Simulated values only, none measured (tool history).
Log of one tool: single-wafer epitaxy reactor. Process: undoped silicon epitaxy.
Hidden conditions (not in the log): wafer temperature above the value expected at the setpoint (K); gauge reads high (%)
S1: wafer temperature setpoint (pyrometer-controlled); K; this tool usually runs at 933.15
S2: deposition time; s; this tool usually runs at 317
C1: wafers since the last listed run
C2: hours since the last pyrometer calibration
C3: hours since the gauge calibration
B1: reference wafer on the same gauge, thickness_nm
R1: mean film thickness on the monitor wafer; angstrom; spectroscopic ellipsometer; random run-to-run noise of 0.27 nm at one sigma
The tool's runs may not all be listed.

run     day      S1   S2   C1      C2     C3      B1      R1
  1       0  933.15  317    0  1731.1    128    72.3   585.8
  2   0.929  933.15  317  157  1753.4  150.3  72.182  586.66
  3    2.15  933.15  317  206  1782.7  179.6  72.207   588.4
  4   3.029  924.15  352  148  1803.8  200.7  72.222  544.62
  5   4.304  924.15  352  215  1834.4  231.3  72.225  545.52
  6   5.033  924.15  352  123  1851.9  248.8  72.258  541.36
  7   5.783  933.15  317  126  1869.9  266.8  72.291  579.83
      5.883  -- gauge calibrated
  8   6.512  933.15  317  123  1887.4   15.1  72.222  582.01
  9   7.671  933.15  257  195  1915.2   42.9  72.154  472.69
 10   8.358  933.15  371  116  1931.7   59.4  72.088   682.8
 11   9.038  939.15  296  114    1948   75.7  72.141  607.76
       10.6  -- pyrometer calibrated
 12  10.621  940.15  257  211     0.5  113.7   72.12  611.07
 13  11.933  933.15  355  222      32  145.2   72.18  737.27
 14  12.542  918.15  352  102    46.6  159.8  72.201  553.51
 15  13.883  920.15  289  226    78.8    192  72.181  474.22

Pick out some run-to-run changes in R1. Of each, how much would a tool without hidden state show as well, from the settings, what came in and chance, and how much is left for the hidden state and any gauge scatter not in both results compared?
Run 9 -> 10: S2 257 -> 371. R1 +210.11 angstrom: hidden state -30.74, all else +240.85.
Run 11 -> 12: S1 939.15 -> 940.15, S2 296 -> 257, pyrometer calibrated. R1 +3.31 angstrom: hidden state +87.62, all else -84.31.

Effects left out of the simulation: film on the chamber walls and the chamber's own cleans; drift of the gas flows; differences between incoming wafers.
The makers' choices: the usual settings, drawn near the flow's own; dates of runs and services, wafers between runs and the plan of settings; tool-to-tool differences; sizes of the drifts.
